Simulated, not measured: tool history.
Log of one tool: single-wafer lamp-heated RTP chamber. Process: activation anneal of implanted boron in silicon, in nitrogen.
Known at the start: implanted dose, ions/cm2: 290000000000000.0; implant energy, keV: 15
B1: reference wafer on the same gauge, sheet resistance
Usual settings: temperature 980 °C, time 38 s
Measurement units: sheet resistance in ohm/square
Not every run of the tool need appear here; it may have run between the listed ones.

Run 1, hour 0.0: usual settings; B1 375.98. Result: sheet resistance 336.55 ohm/square.
Run 2, hour 14.9: usual settings but temperature 990 °C, time 50 s; B1 376.15. Result: sheet resistance 331.66 ohm/square.
Run 3, hour 20.9: usual settings but temperature 990 °C, time 50 s; B1 376.07. Result: sheet resistance 331.41 ohm/square.
Run 4, hour 28.1: usual settings but temperature 990 °C, time 50 s; B1 375.79. Result: sheet resistance 332.49 ohm/square.
Run 5, hour 36.1: usual settings; B1 376.10. Result: sheet resistance 334.64 ohm/square.
At hour 47.4: gauge calibrated.
At hour 53.2: pyrometer window cleaned and pyrometer calibrated.
Run 6, hour 53.7: usual settings; B1 375.89. Result: sheet resistance 340.97 ohm/square.
Run 7, hour 58.4: usual settings; B1 375.99. Result: sheet resistance 340.36 ohm/square.
At hour 67.3: reflector plate cleaned.
Run 8, hour 69.8: usual settings but temperature 952 °C, time 27 s; B1 376.04. Result: sheet resistance 384.96 ohm/square.
Run 9, hour 102.2: usual settings but temperature 993 °C; B1 375.88. Result: sheet resistance 333.86 ohm/square.
Run 10, hour 112.3: usual settings but temperature 1008 °C, time 22 s; B1 376.06. Result: sheet resistance 332.74 ohm/square.
Run 11, hour 125.0: usual settings; B1 375.81. Result: sheet resistance 339.57 ohm/square.
Run 12, hour 136.0: usual settings but time 29 s; B1 376.00. Result: sheet resistance 342.73 ohm/square.
Run 13, hour 147.1: usual settings but temperature 954 °C, time 27 s; B1 376.03. Result: sheet resistance 377.63 ohm/square.
Run 14, hour 156.9: usual settings but temperature 959 °C, time 17 s; B1 376.00. Result: sheet resistance 373.41 ohm/square.

Each row is a separate what-if for the run after 14, all from the same tool condition, not one after another. Results?
Run A, hour 157.3: usual settings; B1 ?. Result: sheet resistance ?.
Run B, hour 157.3: usual settings but temperature 998 °C; B1 ?. Result: sheet resistance ?.
Run C, hour 157.3: usual settings but temperature 960 °C; B1 ?. Result: sheet resistance ?.
Run D, hour 157.3: usual settings but temperature 1000 °C, time 60 s; B1 ?. Result: sheet resistance ?.

run      B1  sheet resistance
  A  376.26            340.18
  B  376.26            333.04
  C  376.26            360.40
  D  376.26            330.89
Without the tool's hidden state the same runs would have given:
run  sheet resistance
  A            342.12
  B            333.86
  C            365.49
  D            331.60

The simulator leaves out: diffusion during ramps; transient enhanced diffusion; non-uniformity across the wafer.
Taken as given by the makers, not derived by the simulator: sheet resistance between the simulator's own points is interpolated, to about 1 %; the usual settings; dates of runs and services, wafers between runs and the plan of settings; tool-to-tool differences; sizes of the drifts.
